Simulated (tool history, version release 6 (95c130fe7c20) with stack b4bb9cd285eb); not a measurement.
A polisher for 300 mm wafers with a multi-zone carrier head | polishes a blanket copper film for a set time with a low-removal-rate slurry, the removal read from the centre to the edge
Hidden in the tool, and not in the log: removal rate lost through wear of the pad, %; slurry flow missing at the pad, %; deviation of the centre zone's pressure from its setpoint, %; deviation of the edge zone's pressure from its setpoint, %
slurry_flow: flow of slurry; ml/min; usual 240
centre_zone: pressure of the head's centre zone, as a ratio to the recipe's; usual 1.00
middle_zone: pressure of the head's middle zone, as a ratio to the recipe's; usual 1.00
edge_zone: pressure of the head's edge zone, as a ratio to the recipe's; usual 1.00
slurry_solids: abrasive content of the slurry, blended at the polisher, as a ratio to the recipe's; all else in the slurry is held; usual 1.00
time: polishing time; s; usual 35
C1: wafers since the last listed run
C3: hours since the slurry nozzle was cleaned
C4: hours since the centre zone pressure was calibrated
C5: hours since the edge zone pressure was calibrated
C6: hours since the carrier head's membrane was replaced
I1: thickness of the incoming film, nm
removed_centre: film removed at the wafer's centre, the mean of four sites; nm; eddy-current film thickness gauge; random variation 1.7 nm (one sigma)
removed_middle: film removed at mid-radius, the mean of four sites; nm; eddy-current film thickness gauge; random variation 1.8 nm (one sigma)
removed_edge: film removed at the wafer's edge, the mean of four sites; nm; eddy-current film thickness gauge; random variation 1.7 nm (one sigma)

{"run": 1, "hour": 0.0, "slurry_flow": 305, "centre_zone": 1.0, "middle_zone": 1.0, "edge_zone": 1.0, "slurry_solids": 1.0, "time": 35, "C1": 0, "wafers polished on this pad": 5020, "C3": 105.6, "C4": 105.6, "C5": 43.6, "C6": 750.7, "I1": 831.9, "removed_centre": 133.8, "removed_middle": 134.1, "removed_edge": 137.7}
{"hour": 49.6, "done": "worn pad replaced by a new one"}
{"run": 2, "hour": 50.1, "slurry_flow": 305, "centre_zone": 1.0, "middle_zone": 1.0, "edge_zone": 1.0, "slurry_solids": 1.0, "time": 35, "C1": 479, "wafers polished on this pad": 5, "C3": 155.7, "C4": 155.7, "C5": 93.7, "C6": 800.8, "I1": 828.4, "removed_centre": 136.5, "removed_middle": 135.9, "removed_edge": 136.1}
{"hour": 120.5, "done": "carrier head's membrane replaced by a new one"}
{"run": 3, "hour": 152.9, "slurry_flow": 305, "centre_zone": 1.0, "middle_zone": 1.0, "edge_zone": 1.0, "slurry_solids": 1.0, "time": 35, "C1": 1017, "wafers polished on this pad": 1022, "C3": 258.5, "C4": 258.5, "C5": 196.5, "C6": 32.4, "I1": 831.9, "removed_centre": 131.5, "removed_middle": 131.2, "removed_edge": 135.1}
{"run": 4, "hour": 223.0, "slurry_flow": 240, "centre_zone": 1.0, "middle_zone": 1.0, "edge_zone": 1.0, "slurry_solids": 1.2, "time": 45, "C1": 729, "wafers polished on this pad": 1751, "C3": 328.6, "C4": 328.6, "C5": 266.6, "C6": 102.5, "I1": 832.6, "removed_centre": 172.0, "removed_middle": 171.6, "removed_edge": 172.7}
{"hour": 403.7, "done": "edge zone pressure recalibrated"}
{"run": 5, "hour": 504.4, "slurry_flow": 240, "centre_zone": 1.0, "middle_zone": 1.0, "edge_zone": 1.0, "slurry_solids": 1.0, "time": 35, "C1": 2906, "wafers polished on this pad": 4658, "C3": 610.0, "C4": 610.0, "C5": 100.7, "C6": 383.9, "I1": 825.7, "removed_centre": 128.2, "removed_middle": 127.4, "removed_edge": 130.7}
{"run": 6, "hour": 551.7, "slurry_flow": 240, "centre_zone": 1.0, "middle_zone": 1.0, "edge_zone": 0.96, "slurry_solids": 1.0, "time": 35, "C1": 492, "wafers polished on this pad": 5150, "C3": 657.3, "C4": 657.3, "C5": 148.0, "C6": 431.2, "I1": 831.2, "removed_centre": 127.9, "removed_middle": 125.5, "removed_edge": 130.2}
{"run": 7, "hour": 604.0, "slurry_flow": 240, "centre_zone": 1.0, "middle_zone": 1.0, "edge_zone": 1.0, "slurry_solids": 1.0, "time": 35, "C1": 544, "wafers polished on this pad": 5694, "C3": 709.6, "C4": 709.6, "C5": 200.3, "C6": 483.5, "I1": 810.8, "removed_centre": 127.7, "removed_middle": 125.6, "removed_edge": 130.7}
{"hour": 620.6, "done": "worn pad replaced by a new one"}
{"hour": 644.4, "done": "centre zone pressure recalibrated"}
{"run": 8, "hour": 678.5, "slurry_flow": 240, "centre_zone": 1.0, "middle_zone": 1.0, "edge_zone": 1.0, "slurry_solids": 1.0, "time": 35, "C1": 712, "wafers polished on this pad": 581, "C3": 784.1, "C4": 34.1, "C5": 274.8, "C6": 558.0, "I1": 805.8, "removed_centre": 125.9, "removed_middle": 126.1, "removed_edge": 128.9}
{"run": 9, "hour": 728.4, "slurry_flow": 205, "centre_zone": 1.07, "middle_zone": 1.08, "edge_zone": 1.0, "slurry_solids": 0.9, "time": 35, "C1": 519, "wafers polished on this pad": 1100, "C3": 834.0, "C4": 84.0, "C5": 324.7, "C6": 607.9, "I1": 824.5, "removed_centre": 129.3, "removed_middle": 128.4, "removed_edge": 125.7}
{"hour": 806.9, "done": "slurry nozzle cleaned"}
{"run": 10, "hour": 835.6, "slurry_flow": 240, "centre_zone": 1.0, "middle_zone": 1.0, "edge_zone": 1.12, "slurry_solids": 1.0, "time": 35, "C1": 1104, "wafers polished on this pad": 2205, "C3": 28.7, "C4": 191.2, "C5": 431.9, "C6": 715.1, "I1": 819.3, "removed_centre": 134.9, "removed_middle": 132.7, "removed_edge": 141.8}
{"run": 11, "hour": 924.5, "slurry_flow": 240, "centre_zone": 1.0, "middle_zone": 1.0, "edge_zone": 1.0, "slurry_solids": 1.0, "time": 35, "C1": 924, "wafers polished on this pad": 3130, "C3": 117.6, "C4": 280.1, "C5": 520.8, "C6": 804.0, "I1": 826.0, "removed_centre": 134.1, "removed_middle": 133.2, "removed_edge": 132.2}
{"hour": 952.7, "done": "edge zone pressure recalibrated"}
{"run": 12, "hour": 975.9, "slurry_flow": 210, "centre_zone": 1.11, "middle_zone": 1.09, "edge_zone": 1.0, "slurry_solids": 1.25, "time": 35, "C1": 513, "wafers polished on this pad": 3644, "C3": 169.0, "C4": 331.5, "C5": 23.2, "C6": 855.4, "I1": 815.0, "removed_centre": 152.4, "removed_middle": 144.4, "removed_edge": 135.1}
{"hour": 994.8, "done": "carrier head's membrane replaced by a new one"}
{"run": 13, "hour": 1032.4, "slurry_flow": 240, "centre_zone": 1.0, "middle_zone": 1.09, "edge_zone": 1.09, "slurry_solids": 1.2, "time": 35, "C1": 535, "wafers polished on this pad": 4179, "C3": 225.5, "C4": 388.0, "C5": 79.7, "C6": 37.6, "I1": 810.2, "removed_centre": 134.2, "removed_middle": 145.0, "removed_edge": 142.8}
{"hour": 1058.2, "done": "worn pad replaced by a new one"}
{"run": 14, "hour": 1080.7, "slurry_flow": 210, "centre_zone": 1.11, "middle_zone": 1.09, "edge_zone": 1.0, "slurry_solids": 1.25, "time": 35, "C1": 460, "wafers polished on this pad": 234, "C3": 273.8, "C4": 436.3, "C5": 128.0, "C6": 85.9, "I1": 825.7, "removed_centre": 145.5, "removed_middle": 139.9, "removed_edge": 136.6}
{"run": 15, "hour": 1118.6, "slurry_flow": 240, "centre_zone": 1.0, "middle_zone": 0.95, "edge_zone": 1.0, "slurry_solids": 1.0, "time": 39, "C1": 394, "wafers polished on this pad": 628, "C3": 311.7, "C4": 474.2, "C5": 165.9, "C6": 123.8, "I1": 807.5, "removed_centre": 146.0, "removed_middle": 139.1, "removed_edge": 147.3}
{"run": 16, "hour": 1214.4, "slurry_flow": 265, "centre_zone": 1.11, "middle_zone": 1.0, "edge_zone": 1.08, "slurry_solids": 1.0, "time": 35, "C1": 996, "wafers polished on this pad": 1625, "C3": 407.5, "C4": 570.0, "C5": 261.7, "C6": 219.6, "I1": 822.8, "removed_centre": 144.2, "removed_middle": 131.4, "removed_edge": 138.6}
{"run": 17, "hour": 1265.4, "slurry_flow": 200, "centre_zone": 1.08, "middle_zone": 1.0, "edge_zone": 1.0, "slurry_solids": 0.85, "time": 35, "C1": 530, "wafers polished on this pad": 2155, "C3": 458.5, "C4": 621.0, "C5": 312.7, "C6": 270.6, "I1": 820.2, "removed_centre": 135.2, "removed_middle": 121.4, "removed_edge": 125.1}
{"run": 18, "hour": 1359.6, "slurry_flow": 300, "centre_zone": 1.0, "middle_zone": 1.0, "edge_zone": 0.9, "slurry_solids": 1.0, "time": 35, "C1": 979, "wafers polished on this pad": 3135, "C3": 552.7, "C4": 715.2, "C5": 406.9, "C6": 364.8, "I1": 830.9, "removed_centre": 129.2, "removed_middle": 130.2, "removed_edge": 124.9}

The next listed run, before its measurement:
{"hour": 1384.9, "done": "centre zone pressure recalibrated"}
{"run": 19, "hour": 1408.5, "slurry_flow": 195, "centre_zone": 1.05, "middle_zone": 1.04, "edge_zone": 1.0, "slurry_solids": 0.85, "time": 35, "C1": 487, "wafers polished on this pad": 3623, "C3": 601.6, "C4": 23.6, "C5": 455.8, "C6": 413.7, "I1": 823.5, "removed_centre": "?", "removed_middle": "?", "removed_edge": "?"}

{"run 19": {"removed_centre": 124.4, "removed_middle": 125.2, "removed_edge": 125.2}}
Without the tool's hidden state the same run would have given removed_centre 130.1 nm, removed_middle 130.4 nm, removed_edge 129.0 nm.
